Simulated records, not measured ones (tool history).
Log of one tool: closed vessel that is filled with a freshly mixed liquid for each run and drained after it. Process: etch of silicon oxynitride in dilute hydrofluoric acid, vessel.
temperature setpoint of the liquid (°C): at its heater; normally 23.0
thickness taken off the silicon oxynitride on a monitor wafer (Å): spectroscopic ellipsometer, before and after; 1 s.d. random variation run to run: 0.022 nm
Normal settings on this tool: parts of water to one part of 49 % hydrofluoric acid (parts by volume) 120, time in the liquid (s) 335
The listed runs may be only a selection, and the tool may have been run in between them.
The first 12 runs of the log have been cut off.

| run | hour | temperature setpoint of the liquid (°C) | parts of water to one part of 49 % hydrofluoric acid (parts by volume) | time in the liquid (s) | read-back film thickness of the silicon oxynitride reference wafer, read on the same gauge (nm) | thickness taken off the silicon oxynitride on a monitor wafer (Å) |
|---|---|---|---|---|---|---|
| 13 | 651.1 | 23.0 | 175 | 470 | 30.06 | 61.0 |
| 14 | 840.7 | 24.5 | 120 | 150 | 30.18 | 31.9 |
| 15 | 869.5 | 26.5 | 120 | 335 | 30.15 | 78.1 |
| 16 | 935.1 | 23.0 | 65 | 500 | 30.19 | 191.0 |
| 17 | 976.6 | 23.0 | 120 | 335 | 30.27 | 66.6 |
| 18 | 1025.4 | 23.0 | 105 | 200 | 30.25 | 46.0 |
|  | 1056.8 | hydrofluoric acid flow meter replaced |
| 19 | 1083.1 | 20.5 | 65 | 335 | 30.26 | 113.5 |
| 20 | 1133.0 | 20.0 | 100 | 155 | 30.27 | 32.4 |
| 21 | 1163.9 | 23.0 | 120 | 395 | 30.27 | 78.9 |
| 22 | 1202.7 | 26.5 | 70 | 160 | 30.28 | 67.5 |
| 23 | 1256.1 | 23.0 | 120 | 335 | 30.31 | 66.6 |
| 24 | 1295.5 | 23.0 | 75 | 460 | 30.28 | 151.6 |
| 25 | 1327.2 | 23.0 | 120 | 335 | 30.33 | 66.6 |
| 26 | 1370.9 | 25.0 | 170 | 480 | 30.35 | 71.0 |
| 27 | 1401.9 | 23.0 | 120 | 335 | 30.41 | 66.6 |
| 28 | 1436.4 | 20.0 | 120 | 335 | 30.35 | 57.7 |
| 29 | 1483.6 | 23.0 | 120 | 240 | 30.38 | 48.2 |
| 30 | 1521.5 | 23.0 | 120 | 335 | 30.31 | 66.7 |
| 31 | 1555.1 | 23.0 | 120 | 335 | 30.36 | 66.9 |
|  | 1601.0 | thermometer replaced |
| 32 | 1604.9 | 23.0 | 120 | 490 | 30.37 | 98.2 |
| 33 | 1629.9 | 23.0 | 100 | 335 | 30.33 | 81.8 |
| 34 | 1658.3 | 23.0 | 100 | 395 | 30.35 | 96.2 |

3 ways to go on from here, each from the tool as it stands after run 34. What would each give?
| A | 1659.0 | 23.0 | 120 | 255 | ? | ? |
| B | 1659.0 | 20.0 | 120 | 485 | ? | ? |
| C | 1659.0 | 23.0 | 60 | 245 | ? | ? |

| run | read-back film thickness of the silicon oxynitride reference wafer, read on the same gauge (nm) | thickness taken off the silicon oxynitride on a monitor wafer (Å) |
|---|---|---|
| A | 30.36 | 50.8 |
| B | 30.36 | 83.8 |
| C | 30.36 | 102.5 |
Take away the tool's hidden state, keep each run's random variation, and the runs would have read:
| run | thickness taken off the silicon oxynitride on a monitor wafer (Å) |
|---|---|
| A | 50.2 |
| B | 82.7 |
| C | 101.3 |

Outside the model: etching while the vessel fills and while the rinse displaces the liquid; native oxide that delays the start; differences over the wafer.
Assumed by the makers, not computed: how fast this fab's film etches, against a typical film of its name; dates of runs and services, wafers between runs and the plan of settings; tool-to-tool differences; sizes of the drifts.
